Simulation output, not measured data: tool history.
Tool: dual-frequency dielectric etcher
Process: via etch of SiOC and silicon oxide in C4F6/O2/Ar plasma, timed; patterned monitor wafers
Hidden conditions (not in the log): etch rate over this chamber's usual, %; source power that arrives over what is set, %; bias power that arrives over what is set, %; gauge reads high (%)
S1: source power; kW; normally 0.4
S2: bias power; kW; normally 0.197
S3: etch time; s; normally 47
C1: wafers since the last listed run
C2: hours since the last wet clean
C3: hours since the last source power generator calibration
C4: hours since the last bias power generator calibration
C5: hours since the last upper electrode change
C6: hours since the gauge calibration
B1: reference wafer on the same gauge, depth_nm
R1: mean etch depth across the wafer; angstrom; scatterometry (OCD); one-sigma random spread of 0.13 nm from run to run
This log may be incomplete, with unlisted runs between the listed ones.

{"run": 1, "hour": 0.0, "S1": 0.4, "S2": 0.197, "S3": 47, "C1": 0, "C2": 0.8, "C3": 4706.9, "C4": 4089.1, "C5": 5201.2, "C6": 369.6, "B1": 60.2, "R1": 593}
{"run": 2, "hour": 0.3, "S1": 0.4, "S2": 0.197, "S3": 47, "C1": 4, "C2": 1.1, "C3": 4707.2, "C4": 4089.4, "C5": 5201.5, "C6": 369.9, "B1": 60.2, "R1": 594}
{"run": 3, "hour": 1.1, "S1": 0.4, "S2": 0.197, "S3": 47, "C1": 11, "C2": 1.9, "C3": 4708, "C4": 4090.2, "C5": 5202.3, "C6": 370.7, "B1": 60.2, "R1": 592}
{"run": 4, "hour": 7.7, "S1": 0.4, "S2": 0.197, "S3": 47, "C1": 98, "C2": 8.5, "C3": 4714.6, "C4": 4096.8, "C5": 5208.9, "C6": 377.3, "B1": 60.2, "R1": 592}
{"run": 5, "hour": 21.5, "S1": 0.36, "S2": 0.225, "S3": 39.5, "C1": 205, "C2": 22.3, "C3": 4728.4, "C4": 4110.6, "C5": 5222.7, "C6": 391.1, "B1": 60.2, "R1": 494}
{"run": 6, "hour": 39.4, "S1": 0.4, "S2": 0.222, "S3": 41.5, "C1": 266, "C2": 40.2, "C3": 4746.3, "C4": 4128.5, "C5": 5240.6, "C6": 409, "B1": 60.2, "R1": 545}
{"run": 7, "hour": 54.4, "S1": 0.48, "S2": 0.197, "S3": 51, "C1": 223, "C2": 55.2, "C3": 4761.3, "C4": 4143.5, "C5": 5255.6, "C6": 424, "B1": 60.2, "R1": 702}
{"run": 8, "hour": 60.5, "S1": 0.36, "S2": 0.183, "S3": 42, "C1": 90, "C2": 61.3, "C3": 4767.4, "C4": 4149.6, "C5": 5261.7, "C6": 430.1, "B1": 60.2, "R1": 489}
{"run": 9, "hour": 75.1, "S1": 0.35, "S2": 0.197, "S3": 56.5, "C1": 217, "C2": 75.9, "C3": 4782, "C4": 4164.2, "C5": 5276.3, "C6": 444.7, "B1": 60.2, "R1": 668}
{"hour": 84.2, "done": "gauge calibrated"}
{"hour": 114.4, "done": "upper electrode replaced, of another model than before"}
{"run": 10, "hour": 114.9, "S1": 0.47, "S2": 0.221, "S3": 38.5, "C1": 235, "C2": 115.7, "C3": 4821.8, "C4": 4204, "C5": 0.5, "C6": 30.7, "B1": 60.2, "R1": 551}
{"run": 11, "hour": 115.3, "S1": 0.4, "S2": 0.214, "S3": 35.5, "C1": 5, "C2": 116.1, "C3": 4822.2, "C4": 4204.4, "C5": 0.9, "C6": 31.1, "B1": 60.2, "R1": 469}
{"run": 12, "hour": 116.1, "S1": 0.48, "S2": 0.225, "S3": 36.5, "C1": 11, "C2": 116.9, "C3": 4823, "C4": 4205.2, "C5": 1.7, "C6": 31.9, "B1": 60.2, "R1": 532}
{"run": 13, "hour": 131.6, "S1": 0.4, "S2": 0.235, "S3": 60, "C1": 230, "C2": 132.4, "C3": 4838.5, "C4": 4220.7, "C5": 17.2, "C6": 47.4, "B1": 60.2, "R1": 837}
{"run": 14, "hour": 148.2, "S1": 0.4, "S2": 0.197, "S3": 47, "C1": 246, "C2": 149, "C3": 4855.1, "C4": 4237.3, "C5": 33.8, "C6": 64, "B1": 60.2, "R1": 596}
{"run": 15, "hour": 165.3, "S1": 0.4, "S2": 0.197, "S3": 47, "C1": 254, "C2": 166.1, "C3": 4872.2, "C4": 4254.4, "C5": 50.9, "C6": 81.1, "B1": 60.2, "R1": 593}
{"hour": 176.5, "done": "bias power generator calibrated"}
{"run": 16, "hour": 177.0, "S1": 0.4, "S2": 0.197, "S3": 47, "C1": 114, "C2": 177.8, "C3": 4883.9, "C4": 0.5, "C5": 62.6, "C6": 92.8, "B1": 60.2, "R1": 593}
{"run": 17, "hour": 182.1, "S1": 0.4, "S2": 0.197, "S3": 47, "C1": 75, "C2": 182.9, "C3": 4889, "C4": 5.6, "C5": 67.7, "C6": 97.9, "B1": 60.2, "R1": 594}
{"run": 18, "hour": 190.2, "S1": 0.4, "S2": 0.197, "S3": 57, "C1": 120, "C2": 191, "C3": 4897.1, "C4": 13.7, "C5": 75.8, "C6": 106, "B1": 60.2, "R1": 723}
{"run": 19, "hour": 197.8, "S1": 0.4, "S2": 0.197, "S3": 47, "C1": 113, "C2": 198.6, "C3": 4904.7, "C4": 21.3, "C5": 83.4, "C6": 113.6, "B1": 60.2, "R1": 594}
{"hour": 211.4, "done": "source power generator calibrated"}
{"run": 20, "hour": 215.1, "S1": 0.4, "S2": 0.163, "S3": 47, "C1": 197, "C2": 215.9, "C3": 3.7, "C4": 38.6, "C5": 100.7, "C6": 130.9, "B1": 60.2, "R1": 533}
{"run": 21, "hour": 225.4, "S1": 0.4, "S2": 0.197, "S3": 47, "C1": 153, "C2": 226.2, "C3": 14, "C4": 48.9, "C5": 111, "C6": 141.2, "B1": 60.2, "R1": 596}
{"run": 22, "hour": 232.5, "S1": 0.4, "S2": 0.214, "S3": 47, "C1": 105, "C2": 233.3, "C3": 21.1, "C4": 56, "C5": 118.1, "C6": 148.3, "B1": 60.2, "R1": 627}
{"run": 23, "hour": 278.9, "S1": 0.4, "S2": 0.23, "S3": 56, "C1": 690, "C2": 279.7, "C3": 67.5, "C4": 102.4, "C5": 164.5, "C6": 194.7, "B1": 60.2, "R1": 775}
{"run": 24, "hour": 285.4, "S1": 0.4, "S2": 0.197, "S3": 47, "C1": 96, "C2": 286.2, "C3": 74, "C4": 108.9, "C5": 171, "C6": 201.2, "B1": 60.2, "R1": 594}
{"run": 25, "hour": 291.4, "S1": 0.48, "S2": 0.197, "S3": 47, "C1": 89, "C2": 292.2, "C3": 80, "C4": 114.9, "C5": 177, "C6": 207.2, "B1": 60.2, "R1": 636}
{"run": 26, "hour": 304.5, "S1": 0.36, "S2": 0.154, "S3": 42, "C1": 194, "C2": 305.3, "C3": 93.1, "C4": 128, "C5": 190.1, "C6": 220.3, "B1": 60.2, "R1": 441}
{"run": 27, "hour": 323.1, "S1": 0.4, "S2": 0.18, "S3": 47, "C1": 276, "C2": 323.9, "C3": 111.7, "C4": 146.6, "C5": 208.7, "C6": 238.9, "B1": 60.2, "R1": 567}
{"run": 28, "hour": 337.7, "S1": 0.4, "S2": 0.197, "S3": 47, "C1": 217, "C2": 338.5, "C3": 126.3, "C4": 161.2, "C5": 223.3, "C6": 253.5, "B1": 60.2, "R1": 595}
{"run": 29, "hour": 351.5, "S1": 0.4, "S2": 0.242, "S3": 47, "C1": 205, "C2": 352.3, "C3": 140.1, "C4": 175, "C5": 237.1, "C6": 267.3, "B1": 60.2, "R1": 670}

Branching from run 29: 5 alternative next runs. What would each branch give?
{"run": "A", "hour": 351.9, "S1": 0.43, "S2": 0.197, "S3": 47, "C1": 5, "C2": 352.7, "C3": 140.5, "C4": 175.4, "C5": 237.5, "C6": 267.7, "B1": "?", "R1": "?"}
{"run": "B", "hour": 351.9, "S1": 0.35, "S2": 0.167, "S3": 55.5, "C1": 5, "C2": 352.7, "C3": 140.5, "C4": 175.4, "C5": 237.5, "C6": 267.7, "B1": "?", "R1": "?"}
{"run": "C", "hour": 351.9, "S1": 0.36, "S2": 0.217, "S3": 35.5, "C1": 5, "C2": 352.7, "C3": 140.5, "C4": 175.4, "C5": 237.5, "C6": 267.7, "B1": "?", "R1": "?"}
{"run": "D", "hour": 351.9, "S1": 0.48, "S2": 0.197, "S3": 34.5, "C1": 5, "C2": 352.7, "C3": 140.5, "C4": 175.4, "C5": 237.5, "C6": 267.7, "B1": "?", "R1": "?"}
{"run": "E", "hour": 351.9, "S1": 0.37, "S2": 0.152, "S3": 60, "C1": 5, "C2": 352.7, "C3": 140.5, "C4": 175.4, "C5": 237.5, "C6": 267.7, "B1": "?", "R1": "?"}

run=A B1=60.2 R1=613
run=B B1=60.2 R1=610
run=C B1=60.2 R1=460
run=D B1=60.2 R1=468
run=E B1=60.2 R1=633
Take away the tool's hidden state, keep each run's random variation, and the runs would have read:
run=A R1=608
run=B R1=605
run=C R1=456
run=D R1=464
run=E R1=628
